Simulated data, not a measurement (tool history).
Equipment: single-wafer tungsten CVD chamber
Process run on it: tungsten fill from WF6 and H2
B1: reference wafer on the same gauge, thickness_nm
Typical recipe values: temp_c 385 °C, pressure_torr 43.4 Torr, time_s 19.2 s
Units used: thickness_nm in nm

{"run": 1, "day": 0.0, "temp_c": 379, "pressure_torr": 43.4, "time_s": 19.2, "B1": 42.212, "thickness_nm": 39.129}
{"run": 2, "day": 1.596, "temp_c": 385, "pressure_torr": 43.4, "time_s": 16.4, "B1": 42.045, "thickness_nm": 38.304}
{"run": 3, "day": 3.779, "temp_c": 385, "pressure_torr": 43.4, "time_s": 16.4, "B1": 42.208, "thickness_nm": 38.428}
{"run": 4, "day": 5.267, "temp_c": 385, "pressure_torr": 43.4, "time_s": 16.4, "B1": 42.123, "thickness_nm": 38.407}
{"run": 5, "day": 6.358, "temp_c": 385, "pressure_torr": 35.9, "time_s": 19.2, "B1": 42.181, "thickness_nm": 41.966}
{"run": 6, "day": 7.5, "temp_c": 385, "pressure_torr": 43.4, "time_s": 19.2, "B1": 42.138, "thickness_nm": 44.792}
{"run": 7, "day": 9.242, "temp_c": 385, "pressure_torr": 43.4, "time_s": 19.2, "B1": 42.221, "thickness_nm": 45.031}
{"run": 8, "day": 11.6, "temp_c": 385, "pressure_torr": 50.9, "time_s": 19.2, "B1": 42.216, "thickness_nm": 48.317}
{"run": 9, "day": 13.946, "temp_c": 382, "pressure_torr": 43.4, "time_s": 19.2, "B1": 42.26, "thickness_nm": 41.763}
{"run": 10, "day": 16.517, "temp_c": 382, "pressure_torr": 43.4, "time_s": 19.2, "B1": 42.199, "thickness_nm": 42.31}
{"run": 11, "day": 19.271, "temp_c": 385, "pressure_torr": 43.4, "time_s": 21.4, "B1": 42.197, "thickness_nm": 49.977}
{"day": 19.825, "done": "thermocouple changed; heater temperature recalibrated"}
{"run": 12, "day": 23.792, "temp_c": 385, "pressure_torr": 43.4, "time_s": 19.2, "B1": 42.127, "thickness_nm": 45.049}
{"day": 25.417, "done": "capacitance manometer re-zeroed and calibrated"}
{"run": 13, "day": 25.933, "temp_c": 385, "pressure_torr": 43.4, "time_s": 19.2, "B1": 42.048, "thickness_nm": 44.724}
{"run": 14, "day": 30.85, "temp_c": 385, "pressure_torr": 43.4, "time_s": 19.2, "B1": 42.132, "thickness_nm": 44.991}
{"run": 15, "day": 33.762, "temp_c": 385, "pressure_torr": 43.4, "time_s": 19.2, "B1": 42.232, "thickness_nm": 45.369}
{"run": 16, "day": 35.442, "temp_c": 385, "pressure_torr": 43.4, "time_s": 19.2, "B1": 42.231, "thickness_nm": 44.687}
{"day": 35.75, "done": "gauge calibrated"}
{"day": 37.033, "done": "showerhead replaced"}
{"run": 17, "day": 37.479, "temp_c": 385, "pressure_torr": 43.4, "time_s": 19.2, "B1": 42.172, "thickness_nm": 45.076}
{"run": 18, "day": 40.017, "temp_c": 390, "pressure_torr": 48.2, "time_s": 19.2, "B1": 42.173, "thickness_nm": 52.162}
{"run": 19, "day": 41.712, "temp_c": 399, "pressure_torr": 51.9, "time_s": 22.1, "B1": 42.263, "thickness_nm": 75.646}
{"run": 20, "day": 43.725, "temp_c": 385, "pressure_torr": 43.4, "time_s": 19.2, "B1": 42.106, "thickness_nm": 44.691}
{"run": 21, "day": 44.788, "temp_c": 395, "pressure_torr": 47.2, "time_s": 20.4, "B1": 42.184, "thickness_nm": 60.649}
{"run": 22, "day": 46.012, "temp_c": 385, "pressure_torr": 43.4, "time_s": 19.2, "B1": 42.223, "thickness_nm": 44.695}
{"run": 23, "day": 47.158, "temp_c": 385, "pressure_torr": 43.4, "time_s": 19.2, "B1": 42.133, "thickness_nm": 45.167}
{"run": 24, "day": 49.654, "temp_c": 385, "pressure_torr": 43.4, "time_s": 19.2, "B1": 42.175, "thickness_nm": 45.411}
{"run": 25, "day": 51.729, "temp_c": 379, "pressure_torr": 35, "time_s": 19.2, "B1": 42.162, "thickness_nm": 35.949}
{"run": 26, "day": 53.883, "temp_c": 385, "pressure_torr": 43.4, "time_s": 19.2, "B1": 42.252, "thickness_nm": 44.67}
{"run": 27, "day": 55.983, "temp_c": 372, "pressure_torr": 43.4, "time_s": 19.2, "B1": 42.294, "thickness_nm": 33.376}
{"run": 28, "day": 58.029, "temp_c": 385, "pressure_torr": 43.4, "time_s": 16.4, "B1": 42.133, "thickness_nm": 38.238}
{"run": 29, "day": 60.496, "temp_c": 390, "pressure_torr": 49.9, "time_s": 15.5, "B1": 42.136, "thickness_nm": 43.428}
{"run": 30, "day": 63.246, "temp_c": 385, "pressure_torr": 43.4, "time_s": 18.2, "B1": 42.133, "thickness_nm": 42.612}
{"run": 31, "day": 72.142, "temp_c": 370, "pressure_torr": 43.4, "time_s": 16.5, "B1": 42.311, "thickness_nm": 27.186}
{"run": 32, "day": 73.925, "temp_c": 376, "pressure_torr": 43.4, "time_s": 19.2, "B1": 42.355, "thickness_nm": 36.982}
{"run": 33, "day": 75.996, "temp_c": 398, "pressure_torr": 43.4, "time_s": 19.2, "B1": 42.192, "thickness_nm": 60.369}
{"run": 34, "day": 77.954, "temp_c": 396, "pressure_torr": 47, "time_s": 15.6, "B1": 42.162, "thickness_nm": 47.999}

What the log doesn't show, run by run:
wafer temperature above the value expected at the setpoint (K): 0 in every run
true pressure above the setpoint (%): 0 in every run
gauge reads high (%): 0 in every run
